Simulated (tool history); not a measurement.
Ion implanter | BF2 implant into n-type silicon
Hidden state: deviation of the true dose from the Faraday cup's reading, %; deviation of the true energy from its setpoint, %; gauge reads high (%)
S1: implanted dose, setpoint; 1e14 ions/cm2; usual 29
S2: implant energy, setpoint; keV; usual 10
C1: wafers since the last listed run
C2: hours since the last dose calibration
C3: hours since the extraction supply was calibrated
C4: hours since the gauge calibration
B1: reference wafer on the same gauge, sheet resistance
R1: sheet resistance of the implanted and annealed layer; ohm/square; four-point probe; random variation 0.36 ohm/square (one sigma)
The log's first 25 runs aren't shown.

run 26 hour=361.1 | S1=33.01 S2=12.5 | C1=103 C2=183.9 C3=114.7 C4=192.6 | B1=168.94 | R1=135.97
run 27 hour=371.7 | S1=29 S2=10 | C1=144 C2=194.5 C3=125.3 C4=203.2 | B1=168.96 | R1=146.13
run 28 hour=387.5 | S1=21.04 S2=12.5 | C1=215 C2=210.3 C3=141.1 C4=219 | B1=169.06 | R1=138.03
run 29 hour=403.3 | S1=21.54 S2=10 | C1=215 C2=226.1 C3=156.9 C4=234.8 | B1=168.97 | R1=147.1
run 30 hour=451.4 | S1=29 S2=10 | C1=655 C2=274.2 C3=205 C4=282.9 | B1=169.04 | R1=146.1
run 31 hour=465.7 | S1=36.8 S2=12.5 | C1=194 C2=288.5 C3=219.3 C4=297.2 | B1=169.06 | R1=134.96
run 32 hour=476.5 | S1=29 S2=8 | C1=147 C2=299.3 C3=230.1 C4=308 | B1=169 | R1=156.13
run 33 hour=487.1 | S1=29 S2=10 | C1=144 C2=309.9 C3=240.7 C4=318.6 | B1=168.98 | R1=146.92
run 34 hour=500.4 | S1=24 S2=7.5 | C1=181 C2=323.2 C3=254 C4=331.9 | B1=168.94 | R1=158.56
run 35 hour=547.5 | S1=29 S2=10 | C1=641 C2=370.3 C3=301.1 C4=379 | B1=169.02 | R1=145.95
run 36 hour=564.1 | S1=29 S2=10 | C1=226 C2=386.9 C3=317.7 C4=395.6 | B1=168.96 | R1=146.07
run 37 hour=573 | S1=32.16 S2=12 | C1=121 C2=395.8 C3=326.6 C4=404.5 | B1=169.09 | R1=138.19

Forecast each of these 4 alternatives for the next run:
run A hour=573.4 | S1=29 S2=12 | C1=5 C2=396.2 C3=327 C4=404.9 | B1=? | R1=?
run B hour=573.4 | S1=26.06 S2=11 | C1=5 C2=396.2 C3=327 C4=404.9 | B1=? | R1=?
run C hour=573.4 | S1=32.26 S2=12.5 | C1=5 C2=396.2 C3=327 C4=404.9 | B1=? | R1=?
run D hour=573.4 | S1=23.61 S2=11 | C1=5 C2=396.2 C3=327 C4=404.9 | B1=? | R1=?

run=A B1=169.14 R1=138.81
run=B B1=169.14 R1=143.07
run=C B1=169.14 R1=136.32
run=D B1=169.14 R1=143.43
Without the tool's hidden state the same runs would have given:
run=A R1=138.81
run=B R1=143.07
run=C R1=136.32
run=D R1=143.43
